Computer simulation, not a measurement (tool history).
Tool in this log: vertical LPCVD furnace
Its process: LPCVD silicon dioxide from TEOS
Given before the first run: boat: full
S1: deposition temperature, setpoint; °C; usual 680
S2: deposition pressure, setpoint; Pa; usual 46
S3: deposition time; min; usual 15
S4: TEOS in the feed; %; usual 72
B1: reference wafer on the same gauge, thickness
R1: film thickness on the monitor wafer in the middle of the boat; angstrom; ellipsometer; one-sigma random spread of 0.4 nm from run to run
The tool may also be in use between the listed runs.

run	hour	S1	S2	S3	S4	B1	R1
1	0	680	46	15	72	79.99	748.8
2	44.4	680	46	14	72	80.07	699.4
3	113.5	680	46	14	72	80.07	694.2
4	137.7	680	46	14	72	80.14	689.1
5	192	680	46	17	72	80.17	850.1
6	223.1	680	46	17	72	80.17	836.3
7	263.9	680	46	16	72	80.07	792.6
8	297.5	680	46	15	72	80.15	739.3
9	363.9	680	46	15	72	80.02	743.4
10	410.1	680	46	15	72	80.3	737.9
11	518.2	680	46	15	72	80.03	747.1
12	600.2	676	46	15	67	79.97	653.9
13	671.2	680	52.7	15	72	80.07	792.9
14	725.3	680	46	15	72	80.04	734.5
15	800.4	687	46	15	72	80.01	889.7
16	841.2	688	46	15	72	80.03	911.6
17	899.6	688	46	20.5	72	80.13	1215.5
18	924	680	46	15	72	80.36	741.3
19	968.3	671	49.3	20.5	67	80.17	809.1
20	1035.8	680	46	16.5	72	79.98	814.9
21	1100	676	46	15	72	80.08	670.4
22	1143.5	680	41.3	15	72	80.13	705.5
23	1210	688	42	15	58	80.1	768.3
24	1278.3	680	46	16	72	80.24	784.1
25	1311.4	691	46	11.5	72	80.01	739.2
26	1355.6	676	52	12.5	72	79.96	596.7
27	1418.6	669	36.7	15	72	79.97	503.6
28	1476.4	684	54	16.5	67	80.34	940.2
29	1528.7	672	40.7	11.5	63	80.04	412.5
30	1561.8	680	46	11	64	80.02	515.7
31	1774	680	46	21	72	80.08	1038.7
32	1826.1	680	38	15	72	79.98	671.3

Removed from this log: 4 entries logged between the listed runs. Between which two listed runs does each belong, and how does the tool's hidden state at the listed run before it compare with that at the listed run after it?
Logged between run 4 and run 5: thermocouples replaced and temperature profile calibrated (hour 162.2)
  nothing in the hidden state changes from one run to the other
Logged between run 6 and run 7: TEOS flow controller replaced (hour 259.7)
  nothing in the hidden state changes from one run to the other
Logged between run 14 and run 15: pressure gauge zeroed (hour 799.9)
  nothing in the hidden state changes from one run to the other
Logged between run 16 and run 17: gauge calibrated (hour 866.1)
  nothing in the hidden state changes from one run to the other
